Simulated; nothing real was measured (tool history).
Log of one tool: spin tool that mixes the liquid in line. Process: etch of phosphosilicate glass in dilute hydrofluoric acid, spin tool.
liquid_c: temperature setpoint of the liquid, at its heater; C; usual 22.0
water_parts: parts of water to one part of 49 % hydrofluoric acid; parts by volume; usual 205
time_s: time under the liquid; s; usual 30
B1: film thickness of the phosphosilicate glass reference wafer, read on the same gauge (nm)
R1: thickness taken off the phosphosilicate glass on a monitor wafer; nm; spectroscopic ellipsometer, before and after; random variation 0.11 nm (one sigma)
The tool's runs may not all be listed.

Run 1, hour 0.0: usual settings; B1 71.45. Result: R1 21.87 nm.
Run 2, hour 116.9: usual settings; B1 71.68. Result: R1 21.76 nm.
Run 3, hour 171.0: usual settings; B1 71.78. Result: R1 22.03 nm.
Run 4, hour 272.0: usual settings; B1 71.95. Result: R1 22.02 nm.
Run 5, hour 377.4: usual settings; B1 72.12. Result: R1 22.15 nm.
Run 6, hour 426.7: usual settings; B1 72.17. Result: R1 22.26 nm.
Run 7, hour 494.1: usual settings; B1 72.25. Result: R1 22.22 nm.
Run 8, hour 544.1: usual settings but time_s 15 s; B1 72.33. Result: R1 11.09 nm.
Run 9, hour 598.3: usual settings; B1 72.38. Result: R1 22.18 nm.
Run 10, hour 721.1: usual settings but time_s 20 s; B1 72.49. Result: R1 14.88 nm.
Run 11, hour 777.9: usual settings but liquid_c 18.0 C; B1 72.54. Result: R1 19.05 nm.
At hour 841.0: hydrofluoric acid flow meter replaced.
Run 12, hour 856.8: usual settings but liquid_c 25.5 C, water_parts 275 parts by volume, time_s 15 s; B1 72.59. Result: R1 8.79 nm.
Run 13, hour 905.5: usual settings but liquid_c 25.5 C, water_parts 270 parts by volume; B1 72.62. Result: R1 18.03 nm.
Run 14, hour 959.3: usual settings but liquid_c 20.5 C, water_parts 125 parts by volume, time_s 20 s; B1 72.69. Result: R1 24.83 nm.
Run 15, hour 1007.1: usual settings; B1 72.67. Result: R1 22.22 nm.
Run 16, hour 1080.7: usual settings; B1 72.70. Result: R1 22.05 nm.
Run 17, hour 1138.2: usual settings; B1 72.79. Result: R1 22.26 nm.
Run 18, hour 1240.8: usual settings but water_parts 120 parts by volume; B1 72.82. Result: R1 41.27 nm.
At hour 1245.7: thermometer replaced.
Run 19, hour 1430.0: usual settings but liquid_c 24.5 C, water_parts 130 parts by volume, time_s 20 s; B1 72.87. Result: R1 28.34 nm.
At hour 1430.2: gauge calibrated.
Run 20, hour 1532.7: usual settings but liquid_c 25.0 C, water_parts 125 parts by volume, time_s 15 s; B1 70.01. Result: R1 21.70 nm.
Run 21, hour 1597.4: usual settings but water_parts 145 parts by volume, time_s 45 s; B1 70.26. Result: R1 48.64 nm.
Run 22, hour 1653.6: usual settings but liquid_c 17.5 C, water_parts 140 parts by volume, time_s 40 s; B1 70.50. Result: R1 37.69 nm.
At hour 1731.1: hydrofluoric acid flow meter replaced.
Run 23, hour 1740.3: usual settings but liquid_c 18.0 C, time_s 25 s; B1 70.83. Result: R1 15.58 nm.
Run 24, hour 1794.7: usual settings but liquid_c 25.0 C, water_parts 115 parts by volume, time_s 50 s; B1 71.00. Result: R1 79.99 nm.
Run 25, hour 1895.9: usual settings but time_s 45 s; B1 71.30. Result: R1 32.84 nm.
Run 26, hour 1991.4: usual settings but water_parts 110 parts by volume, time_s 50 s; B1 71.58. Result: R1 75.62 nm.
Run 27, hour 2066.9: usual settings; B1 71.75. Result: R1 21.97 nm.
Run 28, hour 2108.8: usual settings; B1 71.85. Result: R1 21.84 nm.
Run 29, hour 2204.8: usual settings; B1 72.01. Result: R1 22.15 nm.
Run 30, hour 2283.5: usual settings but liquid_c 26.5 C, water_parts 135 parts by volume, time_s 45 s; B1 72.17. Result: R1 64.25 nm.
Run 31, hour 2337.5: usual settings but liquid_c 26.0 C, time_s 35 s; B1 72.26. Result: R1 30.03 nm.
Run 32, hour 2444.4: usual settings but water_parts 235 parts by volume; B1 72.43. Result: R1 18.82 nm.

What the log doesn't show, run by run:
liquid hotter than its thermometer reads (K): 0 in every run
hydrofluoric acid flow above the setpoint (%): 0 in every run
H1: gauge reads high (%)
run       H1
  1     2.07
  2     2.42
  3     2.57
  4     2.81
  5     3.03
  6     3.12
  7     3.24
  8     3.32
  9     3.41
 10     3.57
 11     3.64
 12     3.72
 13     3.77
 14     3.82
 15     3.86
 16     3.92
 17     3.96
 18     4.03
 19     4.13
 20  -0.0186
 21    0.392
 22    0.721
 23     1.18
 24     1.44
 25     1.89
 26     2.25
 27     2.51
 28     2.64
 29     2.91
 30     3.11
 31     3.24
 32     3.46
